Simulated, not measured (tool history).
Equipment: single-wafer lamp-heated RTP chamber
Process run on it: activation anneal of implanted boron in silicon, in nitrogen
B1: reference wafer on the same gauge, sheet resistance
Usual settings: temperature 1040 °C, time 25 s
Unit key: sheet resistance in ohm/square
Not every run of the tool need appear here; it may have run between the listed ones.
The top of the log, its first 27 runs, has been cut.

-- hour=2147.4 reflector plate cleaned
run 28 hour=2180.7 | temperature=1040 time=25 | B1=129.98 | sheet_resistance=125.49
run 29 hour=2278 | temperature=1040 time=25 | B1=130.03 | sheet_resistance=125.58
run 30 hour=2328.8 | temperature=1022 time=30 | B1=130.05 | sheet_resistance=126.81
run 31 hour=2375.3 | temperature=1040 time=12 | B1=130.1 | sheet_resistance=126.26
run 32 hour=2465.1 | temperature=1050 time=16 | B1=130.12 | sheet_resistance=125.55
run 33 hour=2548.7 | temperature=1055 time=25 | B1=130.21 | sheet_resistance=125.14
run 34 hour=2599.3 | temperature=1040 time=25 | B1=130.23 | sheet_resistance=125.75
run 35 hour=2683 | temperature=1040 time=25 | B1=130.27 | sheet_resistance=125.99
run 36 hour=2720.8 | temperature=1040 time=25 | B1=130.32 | sheet_resistance=125.67

4 options for the next run, each taken on its own from the tool as it stands now. Forecast them:
run A hour=2721.2 | temperature=1040 time=39 | B1=? | sheet_resistance=?
run B hour=2721.2 | temperature=1040 time=15 | B1=? | sheet_resistance=?
run C hour=2721.2 | temperature=1057 time=36 | B1=? | sheet_resistance=?
run D hour=2721.2 | temperature=1017 time=19 | B1=? | sheet_resistance=?

run=A B1=130.33 sheet_resistance=125.22
run=B B1=130.33 sheet_resistance=126.61
run=C B1=130.33 sheet_resistance=124.65
run=D B1=130.33 sheet_resistance=128.44
Had the tool no hidden state, the same runs would have come out as:
run=A sheet_resistance=123.95
run=B sheet_resistance=125.33
run=C sheet_resistance=123.39
run=D sheet_resistance=127.15
